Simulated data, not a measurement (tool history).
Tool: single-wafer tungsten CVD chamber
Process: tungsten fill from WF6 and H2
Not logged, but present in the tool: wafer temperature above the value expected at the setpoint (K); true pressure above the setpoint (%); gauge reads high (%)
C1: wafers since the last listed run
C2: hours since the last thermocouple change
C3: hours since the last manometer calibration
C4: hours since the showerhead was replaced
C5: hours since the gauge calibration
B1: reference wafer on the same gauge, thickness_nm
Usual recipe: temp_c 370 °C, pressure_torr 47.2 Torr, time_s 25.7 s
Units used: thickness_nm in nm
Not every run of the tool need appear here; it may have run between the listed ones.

Run 1, hour 0: usual settings but pressure_torr 39.9 Torr; C1 0; C2 3131.1; C3 874.4; C4 2621; C5 632.6; B1 59.597. Result: thickness_nm 58.073 nm.
Run 2, hour 21.9: usual settings but temp_c 361 °C; C1 326; C2 3153; C3 896.3; C4 2642.9; C5 654.5; B1 59.542. Result: thickness_nm 50.962 nm.
Run 3, hour 52.7: usual settings but temp_c 361 °C; C1 459; C2 3183.8; C3 927.1; C4 2673.7; C5 685.3; B1 59.565. Result: thickness_nm 51.446 nm.
Run 4, hour 74.1: usual settings but temp_c 361 °C; C1 319; C2 3205.2; C3 948.5; C4 2695.1; C5 706.7; B1 59.545. Result: thickness_nm 51.196 nm.
Run 5, hour 109.4: usual settings; C1 526; C2 3240.5; C3 983.8; C4 2730.4; C5 742; B1 59.476. Result: thickness_nm 61.135 nm.
Run 6, hour 122.8: usual settings; C1 199; C2 3253.9; C3 997.2; C4 2743.8; C5 755.4; B1 59.644. Result: thickness_nm 61.223 nm.
Run 7, hour 149.9: usual settings; C1 404; C2 3281; C3 1024.3; C4 2770.9; C5 782.5; B1 59.579. Result: thickness_nm 61.425 nm.
Run 8, hour 175.8: usual settings; C1 386; C2 3306.9; C3 1050.2; C4 2796.8; C5 808.4; B1 59.4. Result: thickness_nm 61.548 nm.
Run 9, hour 192.2: usual settings; C1 244; C2 3323.3; C3 1066.6; C4 2813.2; C5 824.8; B1 59.594. Result: thickness_nm 61.827 nm.
At hour 207.2: thermocouple changed; heater temperature recalibrated.
Run 10, hour 215.6: usual settings; C1 229; C2 8.4; C3 1090; C4 2836.6; C5 848.2; B1 59.523. Result: thickness_nm 53.64 nm.
Run 11, hour 237.3: usual settings; C1 323; C2 30.1; C3 1111.7; C4 2858.3; C5 869.9; B1 59.483. Result: thickness_nm 54.194 nm.
Run 12, hour 251: usual settings; C1 204; C2 43.8; C3 1125.4; C4 2872; C5 883.6; B1 59.472. Result: thickness_nm 53.732 nm.
At hour 278.5: showerhead replaced.
Run 13, hour 281.1: usual settings but time_s 21.8 s; C1 329; C2 73.9; C3 1155.5; C4 2.6; C5 913.7; B1 59.604. Result: thickness_nm 46.133 nm.
Run 14, hour 314.3: usual settings; C1 495; C2 107.1; C3 1188.7; C4 35.8; C5 946.9; B1 59.568. Result: thickness_nm 53.836 nm.
Run 15, hour 328.5: usual settings but pressure_torr 51.2 Torr, time_s 27.3 s; C1 211; C2 121.3; C3 1202.9; C4 50; C5 961.1; B1 59.419. Result: thickness_nm 59.358 nm.
Run 16, hour 363.9: usual settings but pressure_torr 36.1 Torr, time_s 24 s; C1 528; C2 156.7; C3 1238.3; C4 85.4; C5 996.5; B1 59.465. Result: thickness_nm 46.896 nm.
Run 17, hour 381.7: usual settings but temp_c 374 °C, pressure_torr 36.8 Torr, time_s 22.3 s; C1 265; C2 174.5; C3 1256.1; C4 103.2; C5 1014.3; B1 59.475. Result: thickness_nm 47.371 nm.
Run 18, hour 411.9: usual settings but temp_c 358 °C, pressure_torr 52.5 Torr, time_s 24.1 s; C1 450; C2 204.7; C3 1286.3; C4 133.4; C5 1044.5; B1 59.498. Result: thickness_nm 40.839 nm.
Run 19, hour 436.9: usual settings but time_s 21.4 s; C1 372; C2 229.7; C3 1311.3; C4 158.4; C5 1069.5; B1 59.507. Result: thickness_nm 45.076 nm.
Run 20, hour 452: usual settings but temp_c 374 °C, pressure_torr 36.7 Torr, time_s 20.7 s; C1 225; C2 244.8; C3 1326.4; C4 173.5; C5 1084.6; B1 59.453. Result: thickness_nm 43.653 nm.
Run 21, hour 468.6: usual settings; C1 247; C2 261.4; C3 1343; C4 190.1; C5 1101.2; B1 59.512. Result: thickness_nm 53.939 nm.
At hour 494.9: gauge calibrated.
Run 22, hour 501.6: usual settings but pressure_torr 36.8 Torr; C1 492; C2 294.4; C3 1376; C4 223.1; C5 6.7; B1 59.582. Result: thickness_nm 50.035 nm.
Run 23, hour 536.7: usual settings but time_s 29 s; C1 523; C2 329.5; C3 1411.1; C4 258.2; C5 41.8; B1 59.489. Result: thickness_nm 60.896 nm.
Run 24, hour 579.5: usual settings but temp_c 362 °C, pressure_torr 58.6 Torr; C1 638; C2 372.3; C3 1453.9; C4 301; C5 84.6; B1 59.432. Result: thickness_nm 49.156 nm.
Run 25, hour 594: usual settings but temp_c 376 °C, pressure_torr 50.8 Torr, time_s 28.2 s; C1 216; C2 386.8; C3 1468.4; C4 315.5; C5 99.1; B1 59.475. Result: thickness_nm 68.704 nm.
Run 26, hour 609.8: usual settings but temp_c 361 °C, pressure_torr 55 Torr; C1 235; C2 402.6; C3 1484.2; C4 331.3; C5 114.9; B1 59.607. Result: thickness_nm 46.933 nm.
Run 27, hour 627.8: usual settings; C1 268; C2 420.6; C3 1502.2; C4 349.3; C5 132.9; B1 59.434. Result: thickness_nm 54.292 nm.
At hour 642.8: capacitance manometer re-zeroed and calibrated.
Run 28, hour 661.6: usual settings but temp_c 361 °C, pressure_torr 42.3 Torr, time_s 27.7 s; C1 384; C2 454.4; C3 18.8; C4 383.1; C5 166.7; B1 59.528. Result: thickness_nm 47.137 nm.
Run 29, hour 684.6: usual settings; C1 343; C2 477.4; C3 41.8; C4 406.1; C5 189.7; B1 59.426. Result: thickness_nm 54.266 nm.
Run 30, hour 715.7: usual settings but pressure_torr 41.1 Torr; C1 463; C2 508.5; C3 72.9; C4 437.2; C5 220.8; B1 59.4. Result: thickness_nm 51.878 nm.
Run 31, hour 735: usual settings but temp_c 379 °C, pressure_torr 55.5 Torr, time_s 23.4 s; C1 287; C2 527.8; C3 92.2; C4 456.5; C5 240.1; B1 59.575. Result: thickness_nm 62.034 nm.
Run 32, hour 756: usual settings but temp_c 382 °C, pressure_torr 39 Torr, time_s 23.7 s; C1 313; C2 548.8; C3 113.2; C4 477.5; C5 261.1; B1 59.518. Result: thickness_nm 59.994 nm.
Run 33, hour 778.6: usual settings but temp_c 358 °C, time_s 23 s; C1 337; C2 571.4; C3 135.8; C4 500.1; C5 283.7; B1 59.479. Result: thickness_nm 37.782 nm.
Run 34, hour 872: usual settings; C1 1393; C2 664.8; C3 229.2; C4 593.5; C5 377.1; B1 59.363. Result: thickness_nm 54.4 nm.
Run 35, hour 889.2: usual settings but temp_c 363 °C; C1 256; C2 682; C3 246.4; C4 610.7; C5 394.3; B1 59.489. Result: thickness_nm 47.022 nm.

Consider 3 possible next runs. They are alternatives, not a sequence: every one starts from the tool as it was left by run 35. What does each give?
Run A, hour 889.6: usual settings but time_s 28.4 s; C1 5; C2 682.4; C3 246.8; C4 611.1; C5 394.7; B1 ?. Result: thickness_nm ?.
Run B, hour 889.6: usual settings but temp_c 364 °C; C1 5; C2 682.4; C3 246.8; C4 611.1; C5 394.7; B1 ?. Result: thickness_nm ?.
Run C, hour 889.6: usual settings but temp_c 381 °C, pressure_torr 43.1 Torr, time_s 28.4 s; C1 5; C2 682.4; C3 246.8; C4 611.1; C5 394.7; B1 ?. Result: thickness_nm ?.

run      B1  thickness_nm
  A  59.482        59.943
  B  59.482        47.847
  C  59.482        72.652
With the hidden condition removed and each run's random variation left untouched, the same runs would have given:
run  thickness_nm
  A        60.402
  B        48.221
  C        73.177
